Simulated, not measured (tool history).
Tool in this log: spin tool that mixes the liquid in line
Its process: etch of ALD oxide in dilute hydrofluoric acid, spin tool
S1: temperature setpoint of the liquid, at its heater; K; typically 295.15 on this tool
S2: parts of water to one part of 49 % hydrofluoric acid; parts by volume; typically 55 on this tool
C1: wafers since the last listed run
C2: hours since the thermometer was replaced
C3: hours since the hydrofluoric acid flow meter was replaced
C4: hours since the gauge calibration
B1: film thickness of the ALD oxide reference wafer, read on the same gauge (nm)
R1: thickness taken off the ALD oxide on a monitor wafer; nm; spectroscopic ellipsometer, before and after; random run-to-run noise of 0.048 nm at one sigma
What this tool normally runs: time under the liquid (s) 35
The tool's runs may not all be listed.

run 1 hour=0.0 | S1=295.15 S2=55 time_under_the_liquid_(s)=35 | C1=0 C2=896.4 C3=531.0 C4=507.6 | B1=29.98 | R1=8.20
run 2 hour=87.7 | S1=295.15 S2=55 time_under_the_liquid_(s)=35 | C1=1106 C2=984.1 C3=618.7 C4=595.3 | B1=29.98 | R1=8.22
-- hour=104.2 thermometer replaced
run 3 hour=129.2 | S1=291.65 S2=55 time_under_the_liquid_(s)=35 | C1=510 C2=25.0 C3=660.2 C4=636.8 | B1=30.00 | R1=7.52
run 4 hour=203.6 | S1=291.65 S2=55 time_under_the_liquid_(s)=35 | C1=938 C2=99.4 C3=734.6 C4=711.2 | B1=30.01 | R1=7.55
run 5 hour=298.3 | S1=291.65 S2=55 time_under_the_liquid_(s)=35 | C1=1194 C2=194.1 C3=829.3 C4=805.9 | B1=29.99 | R1=7.43
run 6 hour=384.7 | S1=295.15 S2=55 time_under_the_liquid_(s)=45 | C1=1089 C2=280.5 C3=915.7 C4=892.3 | B1=30.00 | R1=11.04
run 7 hour=479.3 | S1=295.15 S2=55 time_under_the_liquid_(s)=20 | C1=1193 C2=375.1 C3=1010.3 C4=986.9 | B1=29.98 | R1=4.85
run 8 hour=517.8 | S1=295.15 S2=55 time_under_the_liquid_(s)=20 | C1=485 C2=413.6 C3=1048.8 C4=1025.4 | B1=30.01 | R1=4.86
run 9 hour=597.2 | S1=295.15 S2=55 time_under_the_liquid_(s)=35 | C1=1001 C2=493.0 C3=1128.2 C4=1104.8 | B1=30.00 | R1=8.48
run 10 hour=705.0 | S1=292.15 S2=55 time_under_the_liquid_(s)=35 | C1=1359 C2=600.8 C3=1236.0 C4=1212.6 | B1=30.02 | R1=7.33
run 11 hour=775.2 | S1=292.15 S2=55 time_under_the_liquid_(s)=35 | C1=885 C2=671.0 C3=1306.2 C4=1282.8 | B1=30.00 | R1=7.31
run 12 hour=811.8 | S1=295.15 S2=55 time_under_the_liquid_(s)=35 | C1=461 C2=707.6 C3=1342.8 C4=1319.4 | B1=29.98 | R1=8.39
run 13 hour=858.9 | S1=295.15 S2=55 time_under_the_liquid_(s)=35 | C1=593 C2=754.7 C3=1389.9 C4=1366.5 | B1=29.99 | R1=8.31
run 14 hour=901.1 | S1=295.15 S2=55 time_under_the_liquid_(s)=35 | C1=532 C2=796.9 C3=1432.1 C4=1408.7 | B1=30.00 | R1=8.20
run 15 hour=956.0 | S1=295.15 S2=55 time_under_the_liquid_(s)=35 | C1=692 C2=851.8 C3=1487.0 C4=1463.6 | B1=30.01 | R1=8.26
run 16 hour=1008.0 | S1=295.15 S2=45 time_under_the_liquid_(s)=40 | C1=655 C2=903.8 C3=1539.0 C4=1515.6 | B1=30.02 | R1=11.45
run 17 hour=1047.1 | S1=295.15 S2=45 time_under_the_liquid_(s)=20 | C1=493 C2=942.9 C3=1578.1 C4=1554.7 | B1=30.02 | R1=5.80
-- hour=1143.2 thermometer replaced
run 18 hour=1143.7 | S1=295.15 S2=70 time_under_the_liquid_(s)=35 | C1=1205 C2=0.5 C3=1674.7 C4=1651.3 | B1=30.00 | R1=6.71
run 19 hour=1204.6 | S1=290.65 S2=55 time_under_the_liquid_(s)=35 | C1=768 C2=61.4 C3=1735.6 C4=1712.2 | B1=30.00 | R1=7.11
run 20 hour=1280.3 | S1=293.65 S2=80 time_under_the_liquid_(s)=25 | C1=954 C2=137.1 C3=1811.3 C4=1787.9 | B1=30.00 | R1=3.84
run 21 hour=1317.8 | S1=295.15 S2=55 time_under_the_liquid_(s)=35 | C1=472 C2=174.6 C3=1848.8 C4=1825.4 | B1=29.98 | R1=8.58
-- hour=1415.3 gauge calibrated
run 22 hour=1419.8 | S1=299.15 S2=45 time_under_the_liquid_(s)=35 | C1=1286 C2=276.6 C3=1950.8 C4=4.5 | B1=30.02 | R1=12.37
run 23 hour=1463.6 | S1=293.15 S2=55 time_under_the_liquid_(s)=35 | C1=552 C2=320.4 C3=1994.6 C4=48.3 | B1=30.01 | R1=7.88
run 24 hour=1530.8 | S1=290.15 S2=30 time_under_the_liquid_(s)=20 | C1=847 C2=387.6 C3=2061.8 C4=115.5 | B1=30.02 | R1=7.37
run 25 hour=1617.7 | S1=298.65 S2=25 time_under_the_liquid_(s)=15 | C1=1095 C2=474.5 C3=2148.7 C4=202.4 | B1=29.99 | R1=9.57
-- hour=1790.1 hydrofluoric acid flow meter replaced
run 26 hour=1879.8 | S1=292.15 S2=55 time_under_the_liquid_(s)=35 | C1=3292 C2=736.6 C3=89.7 C4=464.5 | B1=30.01 | R1=7.22
run 27 hour=1971.4 | S1=291.15 S2=85 time_under_the_liquid_(s)=45 | C1=1155 C2=828.2 C3=181.3 C4=556.1 | B1=30.00 | R1=5.61
run 28 hour=2034.8 | S1=295.15 S2=55 time_under_the_liquid_(s)=35 | C1=799 C2=891.6 C3=244.7 C4=619.5 | B1=30.01 | R1=8.18
run 29 hour=2076.8 | S1=295.15 S2=55 time_under_the_liquid_(s)=35 | C1=529 C2=933.6 C3=286.7 C4=661.5 | B1=29.98 | R1=8.12
-- hour=2163.1 thermometer replaced
run 30 hour=2170.6 | S1=298.65 S2=80 time_under_the_liquid_(s)=35 | C1=1170 C2=7.5 C3=380.5 C4=755.3 | B1=30.00 | R1=6.64
run 31 hour=2223.6 | S1=298.65 S2=80 time_under_the_liquid_(s)=50 | C1=668 C2=60.5 C3=433.5 C4=808.3 | B1=30.03 | R1=9.44
run 32 hour=2313.6 | S1=295.15 S2=30 time_under_the_liquid_(s)=35 | C1=1135 C2=150.5 C3=523.5 C4=898.3 | B1=29.99 | R1=16.23

Measured minus without-hidden-state, run by run (identical run-to-run variation in each term; gauge scatter may differ):
The hidden state here: liquid colder than its thermometer reads (K); hydrofluoric acid flow below the setpoint (%); gauge reads high (%).
run=1 R1=-0.51
run=2 R1=-0.56
run=3 R1=-0.02
run=4 R1=-0.06
run=5 R1=-0.10
run=6 R1=-0.21
run=7 R1=-0.12
run=8 R1=-0.14
run=9 R1=-0.29
run=10 R1=-0.31
run=11 R1=-0.34
run=12 R1=-0.40
run=13 R1=-0.43
run=14 R1=-0.45
run=15 R1=-0.48
run=16 R1=-0.72
run=17 R1=-0.38
run=18 R1=-0.02
run=19 R1=-0.06
run=20 R1=-0.05
run=21 R1=-0.13
run=22 R1=-0.26
run=23 R1=-0.19
run=24 R1=-0.23
run=25 R1=-0.33
run=26 R1=-0.40
run=27 R1=-0.34
run=28 R1=-0.52
run=29 R1=-0.54
run=30 R1=-0.03
run=31 R1=-0.08
run=32 R1=-0.24
